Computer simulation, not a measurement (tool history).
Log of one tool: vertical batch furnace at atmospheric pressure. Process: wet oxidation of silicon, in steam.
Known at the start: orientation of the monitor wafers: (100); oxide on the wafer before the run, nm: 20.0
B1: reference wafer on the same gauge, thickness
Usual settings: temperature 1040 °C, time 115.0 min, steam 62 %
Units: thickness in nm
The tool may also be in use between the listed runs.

Run 1, hour 0.0: usual settings but temperature 1048 °C, time 141.5 min; B1 580.17. Result: thickness 705.45 nm.
Run 2, hour 22.1: usual settings but temperature 1048 °C, time 141.5 min; B1 580.16. Result: thickness 705.89 nm.
Run 3, hour 53.7: usual settings but steam 65 %; B1 580.09. Result: thickness 619.32 nm.
Run 4, hour 84.2: usual settings but steam 65 %; B1 580.06. Result: thickness 617.45 nm.
Run 5, hour 108.1: usual settings; B1 580.27. Result: thickness 602.12 nm.
Run 6, hour 122.8: usual settings; B1 579.75. Result: thickness 602.64 nm.
At hour 156.4: gauge calibrated.
At hour 187.6: thermocouples replaced and temperature profile calibrated.
Run 7, hour 193.6: usual settings; B1 580.15. Result: thickness 584.51 nm.
Run 8, hour 225.4: usual settings; B1 580.06. Result: thickness 584.11 nm.
Run 9, hour 251.7: usual settings; B1 579.87. Result: thickness 584.89 nm.
Run 10, hour 271.6: usual settings; B1 579.87. Result: thickness 586.38 nm.
At hour 301.0: steam generator serviced.
Run 11, hour 301.5: usual settings; B1 580.28. Result: thickness 617.76 nm.
Run 12, hour 313.3: usual settings but time 134.0 min, steam 73 %; B1 579.94. Result: thickness 744.01 nm.
Run 13, hour 328.8: usual settings but temperature 1021 °C, time 73.5 min; B1 580.04. Result: thickness 419.91 nm.
Run 14, hour 362.6: usual settings but time 96.5 min, steam 66 %; B1 579.93. Result: thickness 575.12 nm.
Run 15, hour 384.3: usual settings but temperature 1019 °C; B1 580.01. Result: thickness 548.73 nm.
Run 16, hour 405.0: usual settings but time 134.0 min, steam 73 %; B1 580.20. Result: thickness 741.59 nm.
Run 17, hour 429.3: usual settings but time 162.5 min; B1 579.84. Result: thickness 753.69 nm.
At hour 453.4: gauge calibrated.
Run 18, hour 459.7: usual settings but steam 65 %; B1 579.99. Result: thickness 631.26 nm.
Run 19, hour 476.0: usual settings but time 69.0 min, steam 54 %; B1 580.43. Result: thickness 411.68 nm.

Forecast each of these 4 alternatives for the next run:
Run A, hour 480.8: usual settings; B1 ?. Result: thickness ?.
Run B, hour 480.8: usual settings but temperature 1030 °C, time 160.0 min; B1 ?. Result: thickness ?.
Run C, hour 480.8: usual settings but temperature 1058 °C, time 135.5 min, steam 52 %; B1 ?. Result: thickness ?.
Run D, hour 480.8: usual settings but time 66.5 min; B1 ?. Result: thickness ?.

run      B1  thickness
  A  580.00     613.82
  B  580.00     710.67
  C  580.00     665.14
  D  580.00     439.36
Without the tool's hidden state the same runs would have given:
run  thickness
  A     616.77
  B     714.08
  C     668.40
  D     441.39
